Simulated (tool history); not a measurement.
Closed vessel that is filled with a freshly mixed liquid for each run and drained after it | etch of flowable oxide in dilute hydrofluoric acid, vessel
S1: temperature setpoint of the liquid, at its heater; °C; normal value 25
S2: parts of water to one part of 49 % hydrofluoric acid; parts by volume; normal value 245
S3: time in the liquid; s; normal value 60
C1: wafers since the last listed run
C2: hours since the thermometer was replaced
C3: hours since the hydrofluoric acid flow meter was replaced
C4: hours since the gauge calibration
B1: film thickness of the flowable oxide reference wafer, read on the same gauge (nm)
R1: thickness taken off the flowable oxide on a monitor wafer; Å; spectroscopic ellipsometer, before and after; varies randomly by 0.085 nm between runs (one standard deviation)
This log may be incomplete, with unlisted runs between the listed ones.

run	hour	S1	S2	S3	C1	C2	C3	C4	B1	R1
1	0	25	245	60	0	2103	308.9	323.8	40.01	131
2	15	25	245	60	1165	2118	323.9	338.8	40.02	131.1
3	25.8	25	245	60	839	2128.8	334.7	349.6	40.03	131
4	40.3	25	245	60	1126	2143.3	349.2	364.1	39.97	130.5
5	56.4	25	155	60	1251	2159.4	365.3	380.2	40.02	230.7
6	63.5	25	155	60	551	2166.5	372.4	387.3	40.02	230.4
7	80.5	25	245	80	1321	2183.5	389.4	404.3	40.02	176.2
8	88.5	25	245	80	621	2191.5	397.4	412.3	40.02	176.4
9	102.8	25	180	70	1111	2205.8	411.7	426.6	39.99	225.9
10	115.5	25	180	70	987	2218.5	424.4	439.3	39.97	224.7
11	130.4	28	245	75	1158	2233.4	439.3	454.2	40.03	185.2
12	137.6	28	245	75	559	2240.6	446.5	461.4	40.02	181.9
13	152.3	28	245	75	1142	2255.3	461.2	476.1	40.01	185.8
14	194.2	25	245	60	3256	2297.2	503.1	518	40.02	134.1
15	203.1	25	245	60	691	2306.1	512	526.9	40	132.7
16	219	25	245	60	1235	2322	527.9	542.8	39.98	134.7

Run 17, settings as shown, results not yet in. Your forecast:
17	227	27	180	60	621	2330	535.9	550.8	?	?

Run 17 gave B1 40.02, R1 209.5 Å.
Were there no unlogged condition in the tool, this run, its random variation unchanged, would have produced R1 199.8 Å.

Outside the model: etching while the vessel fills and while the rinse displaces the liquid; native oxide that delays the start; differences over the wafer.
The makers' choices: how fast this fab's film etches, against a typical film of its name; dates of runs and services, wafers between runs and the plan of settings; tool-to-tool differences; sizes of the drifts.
